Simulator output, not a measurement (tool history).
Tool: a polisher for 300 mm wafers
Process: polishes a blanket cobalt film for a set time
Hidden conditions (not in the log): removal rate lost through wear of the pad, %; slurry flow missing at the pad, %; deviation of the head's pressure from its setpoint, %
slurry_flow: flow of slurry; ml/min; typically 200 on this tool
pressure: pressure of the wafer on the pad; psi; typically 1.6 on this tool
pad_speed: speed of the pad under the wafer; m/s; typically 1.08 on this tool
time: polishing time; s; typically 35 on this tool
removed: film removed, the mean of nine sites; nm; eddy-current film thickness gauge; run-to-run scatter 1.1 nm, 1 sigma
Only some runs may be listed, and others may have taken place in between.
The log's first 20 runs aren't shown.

run	day	slurry_flow	pressure	pad_speed	time	wafers since the last listed run	wafers polished on this pad	hours since the slurry nozzle was cleaned	hours since the head pressure was calibrated	incoming thickness of the incoming film, nm	removed
21	84.417	225	1.6	1.22	25	1629	1876	530.2	264.6	1468.1	122.1
22	86.625	220	1.6	1.08	39	1010	2887	583.2	317.6	1500.2	168.1
# day 87.408: slurry nozzle cleaned
23	90.600	200	1.6	1.08	35	1799	4686	76.6	413.0	1473.0	148.6
24	92.975	200	1.6	1.08	28	1086	5773	133.6	470.0	1448.7	119.1
# day 102.183: head pressure recalibrated
25	106.446	150	1.6	1.08	35	6125	11898	456.9	102.3	1470.8	147.9
# day 108.579: worn pad replaced by a new one
26	109.938	200	1.6	1.08	35	1521	621	540.7	186.1	1441.9	151.7
# day 110.012: slurry nozzle cleaned
27	113.442	200	1.6	1.08	35	1584	2206	82.3	270.2	1443.6	150.3
28	116.675	265	2.2	1.28	24	1479	3685	159.9	347.8	1456.0	172.1
29	120.429	245	1.6	1.08	35	1717	5402	250.0	437.9	1499.4	150.8
30	124.746	200	1.6	0.76	35	1974	7377	353.6	541.5	1473.2	103.2
# day 127.117: head pressure recalibrated
31	128.338	200	1.6	1.08	40	1605	8982	439.8	29.3	1462.9	175.8
# day 132.479: worn pad replaced by a new one
32	132.500	155	2.1	1.24	44	1828	9	539.7	129.2	1491.5	272.5

Consider 5 possible next runs. They are alternatives, not a sequence: every one starts from the tool as it was left by run 32. What does each give?
A	132.517	200	1.6	1.08	43	7	17	540.1	129.6	1452.8	?
B	132.517	245	2.1	0.70	39	7	17	540.1	129.6	1452.8	?
C	132.517	200	1.6	1.24	35	7	17	540.1	129.6	1452.8	?
D	132.517	140	1.9	1.18	25	7	17	540.1	129.6	1452.8	?
E	132.517	140	1.6	1.08	35	7	17	540.1	129.6	1452.8	?

run	removed
A	184.7
B	145.8
C	172.6
D	132.4
E	142.8
With no hidden state in the tool, these same runs would have given:
run	removed
A	194.8
B	153.8
C	182.0
D	139.6
E	150.7
